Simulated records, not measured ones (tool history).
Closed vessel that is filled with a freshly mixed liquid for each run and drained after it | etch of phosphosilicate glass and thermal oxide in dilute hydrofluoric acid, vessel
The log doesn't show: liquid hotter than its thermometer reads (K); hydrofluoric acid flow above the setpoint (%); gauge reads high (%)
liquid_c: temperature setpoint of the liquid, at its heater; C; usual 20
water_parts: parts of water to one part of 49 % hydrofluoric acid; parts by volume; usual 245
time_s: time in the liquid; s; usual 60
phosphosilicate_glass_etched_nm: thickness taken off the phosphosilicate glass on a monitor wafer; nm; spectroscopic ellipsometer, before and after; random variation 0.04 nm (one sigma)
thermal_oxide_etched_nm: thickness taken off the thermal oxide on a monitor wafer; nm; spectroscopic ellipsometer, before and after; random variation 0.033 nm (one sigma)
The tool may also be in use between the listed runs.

run	hour	liquid_c	water_parts	time_s	wafers since the last listed run	hours since the thermometer was replaced	hours since the hydrofluoric acid flow meter was replaced	hours since the gauge calibration	read-back film thickness of the phosphosilicate glass reference wafer, read on the same gauge (nm)	read-back film thickness of the thermal oxide reference wafer, read on the same gauge (nm)	phosphosilicate_glass_etched_nm	thermal_oxide_etched_nm
1	0	20	215	35	0	870.8	805.1	343.9	29.99	59.996	7.58	0.566
# hour 37.4: thermometer replaced
2	97.8	20	245	40	11338	60.4	902.9	441.7	30.02	59.999	7.35	0.577
3	183.5	20	245	60	10038	146.1	988.6	527.4	29.98	59.983	11.09	0.781
4	256	20	245	60	8492	218.6	1061.1	599.9	29.99	59.986	11.06	0.861
5	334.7	20	245	60	9218	297.3	1139.8	678.6	29.99	59.981	11.06	0.878
6	371.9	20	245	60	4357	334.5	1177	715.8	30.02	60.013	11.15	0.867
7	478.2	20	245	60	12451	440.8	1283.3	822.1	30.01	60.005	11.08	0.855
8	552.3	20	245	60	8679	514.9	1357.4	896.2	29.99	59.995	11.07	0.83
9	715.2	20	245	60	19080	677.8	1520.3	1059.1	30.01	60.017	11.04	0.854
# hour 757.5: gauge calibrated
10	795.2	20	245	60	9370	757.8	1600.3	37.7	30.03	60.008	11.06	0.895
11	850.2	20	245	60	6442	812.8	1655.3	92.7	30.01	59.995	10.97	0.908
12	896.3	20	245	60	5399	858.9	1701.4	138.8	30	60.021	10.96	0.843
# hour 913.9: thermometer replaced
13	968.7	20	245	60	8363	54.8	1773.8	211.2	29.98	60.001	11.07	0.881
14	1006.6	20	130	60	4439	92.7	1811.7	249.1	30.01	60.002	23.41	1.677
15	1074.3	20	185	40	7929	160.4	1879.4	316.8	30	60.01	10.37	0.802
16	1127.7	18.5	350	45	6254	213.8	1932.8	370.2	29.95	59.989	5	0.414
# hour 1162.3: hydrofluoric acid flow meter replaced
17	1164.2	18	130	35	4158	250.3	1.9	406.7	30	60.012	12.49	1.001
18	1228.4	24.5	170	60	7519	314.5	66.1	470.9	30.02	59.998	20.5	1.536
19	1273.3	20	245	45	5259	359.4	111	515.8	29.97	60.005	8.33	0.634
20	1337.9	22	355	60	7566	424	175.6	580.4	30.01	59.99	7.41	0.561
21	1442.4	24	245	95	12240	528.5	280.1	684.9	29.97	60.007	20.24	1.522
22	1512.2	20	245	60	8175	598.3	349.9	754.7	30.02	59.996	11.04	0.858
23	1566.2	20	245	60	6325	652.3	403.9	808.7	30.03	60.002	11.01	0.87
24	1604.4	22	355	60	4474	690.5	442.1	846.9	30	60.007	7.44	0.529
25	1656.4	24.5	340	60	6090	742.5	494.1	898.9	30	60.02	8.53	0.631
26	1714.8	17	205	45	6840	800.9	552.5	957.3	30.02	59.995	9.18	0.669

The tool's hidden state at each run:
liquid hotter than its thermometer reads (K): 0 in every run
hydrofluoric acid flow above the setpoint (%): 0 in every run
gauge reads high (%): 0 in every run

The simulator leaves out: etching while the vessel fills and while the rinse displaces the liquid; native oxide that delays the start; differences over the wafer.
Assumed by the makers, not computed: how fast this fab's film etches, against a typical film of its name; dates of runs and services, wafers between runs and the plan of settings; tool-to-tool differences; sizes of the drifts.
